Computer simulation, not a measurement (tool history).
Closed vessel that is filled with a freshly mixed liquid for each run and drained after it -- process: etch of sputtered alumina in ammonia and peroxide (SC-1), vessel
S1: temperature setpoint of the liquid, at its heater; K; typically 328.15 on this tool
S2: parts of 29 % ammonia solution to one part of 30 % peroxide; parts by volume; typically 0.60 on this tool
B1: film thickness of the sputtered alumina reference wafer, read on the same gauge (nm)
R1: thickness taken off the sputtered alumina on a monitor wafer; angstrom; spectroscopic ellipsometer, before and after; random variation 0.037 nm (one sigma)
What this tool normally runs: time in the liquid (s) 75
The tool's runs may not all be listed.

{"run": 1, "hour": 0.0, "S1": 331.15, "S2": 0.6, "time in the liquid (s)": 75, "B1": 109.99, "R1": 56.5}
{"run": 2, "hour": 320.5, "S1": 331.15, "S2": 0.6, "time in the liquid (s)": 75, "B1": 109.994, "R1": 56.68}
{"run": 3, "hour": 356.8, "S1": 331.15, "S2": 0.6, "time in the liquid (s)": 75, "B1": 109.997, "R1": 57.27}
{"run": 4, "hour": 457.3, "S1": 322.15, "S2": 0.6, "time in the liquid (s)": 75, "B1": 110.02, "R1": 35.3}
{"run": 5, "hour": 505.6, "S1": 322.15, "S2": 0.6, "time in the liquid (s)": 75, "B1": 109.993, "R1": 35.75}
{"run": 6, "hour": 543.9, "S1": 331.65, "S2": 0.4, "time in the liquid (s)": 75, "B1": 110.019, "R1": 56.04}
{"run": 7, "hour": 619.9, "S1": 321.15, "S2": 0.9, "time in the liquid (s)": 75, "B1": 109.998, "R1": 35.14}
{"run": 8, "hour": 710.3, "S1": 328.15, "S2": 0.45, "time in the liquid (s)": 75, "B1": 110.015, "R1": 48.28}
{"run": 9, "hour": 788.9, "S1": 328.15, "S2": 0.35, "time in the liquid (s)": 45, "B1": 110.008, "R1": 26.01}
{"run": 10, "hour": 859.7, "S1": 328.15, "S2": 0.35, "time in the liquid (s)": 45, "B1": 109.993, "R1": 26.36}
{"run": 11, "hour": 897.8, "S1": 333.65, "S2": 0.85, "time in the liquid (s)": 60, "B1": 110.0, "R1": 50.13}
{"run": 12, "hour": 999.2, "S1": 328.15, "S2": 0.7, "time in the liquid (s)": 85, "B1": 109.994, "R1": 52.45}
{"run": 13, "hour": 1086.6, "S1": 322.15, "S2": 0.8, "time in the liquid (s)": 100, "B1": 110.014, "R1": 44.71}
{"run": 14, "hour": 1182.5, "S1": 323.65, "S2": 0.75, "time in the liquid (s)": 100, "B1": 109.995, "R1": 48.58}
{"run": 15, "hour": 1220.2, "S1": 328.15, "S2": 0.4, "time in the liquid (s)": 50, "B1": 109.989, "R1": 29.53}
{"run": 16, "hour": 1313.9, "S1": 328.15, "S2": 0.6, "time in the liquid (s)": 75, "B1": 110.014, "R1": 46.88}
{"run": 17, "hour": 1408.5, "S1": 328.15, "S2": 0.9, "time in the liquid (s)": 75, "B1": 109.987, "R1": 47.46}
{"run": 18, "hour": 1464.8, "S1": 328.15, "S2": 0.6, "time in the liquid (s)": 75, "B1": 109.984, "R1": 46.34}
{"run": 19, "hour": 1528.5, "S1": 328.15, "S2": 0.6, "time in the liquid (s)": 95, "B1": 109.999, "R1": 58.94}
{"run": 20, "hour": 1601.1, "S1": 322.15, "S2": 0.4, "time in the liquid (s)": 35, "B1": 109.975, "R1": 15.07}
{"run": 21, "hour": 1670.1, "S1": 321.65, "S2": 0.85, "time in the liquid (s)": 95, "B1": 110.006, "R1": 42.83}
{"run": 22, "hour": 1760.0, "S1": 334.65, "S2": 0.6, "time in the liquid (s)": 75, "B1": 109.989, "R1": 66.63}
{"run": 23, "hour": 1859.1, "S1": 337.65, "S2": 0.5, "time in the liquid (s)": 30, "B1": 110.008, "R1": 29.78}
{"run": 24, "hour": 1959.9, "S1": 328.15, "S2": 0.6, "time in the liquid (s)": 75, "B1": 110.011, "R1": 47.09}
{"run": 25, "hour": 2061.2, "S1": 328.15, "S2": 0.35, "time in the liquid (s)": 75, "B1": 110.001, "R1": 45.43}
{"run": 26, "hour": 2129.6, "S1": 328.15, "S2": 0.6, "time in the liquid (s)": 75, "B1": 109.978, "R1": 47.8}
{"run": 27, "hour": 2214.5, "S1": 328.15, "S2": 0.8, "time in the liquid (s)": 55, "B1": 110.013, "R1": 36.25}
{"run": 28, "hour": 2316.9, "S1": 319.15, "S2": 0.9, "time in the liquid (s)": 55, "B1": 110.014, "R1": 22.29}
{"run": 29, "hour": 2369.4, "S1": 328.15, "S2": 0.75, "time in the liquid (s)": 75, "B1": 109.987, "R1": 49.63}

Taken out of this log: 4 entries between the listed runs. Where each belongs, and how the hidden state differs across it:
In the gap between runs 1 and 2: new drum of ammonia solution connected (hour 43.9)
  liquid hotter than its thermometer reads (K): 1.48 -> 1.71
  measured result minus the result with no hidden state, R1: +4.17 -> +4.80 angstrom
In the gap between runs 8 and 9: thermometer replaced (hour 714.1)
  liquid hotter than its thermometer reads (K): 1.99 -> 0.28
  measured result minus the result with no hidden state, R1: +4.82 -> +0.38 angstrom
In the gap between runs 14 and 15: new drum of ammonia solution connected (hour 1200.6)
  liquid hotter than its thermometer reads (K): 0.564 -> 0.591
  measured result minus the result with no hidden state, R1: +1.47 -> +0.91 angstrom
In the gap between runs 18 and 19: ammonia flow meter replaced (hour 1505.9)
  liquid hotter than its thermometer reads (K): 0.768 -> 0.814
  measured result minus the result with no hidden state, R1: +1.85 -> +2.48 angstrom
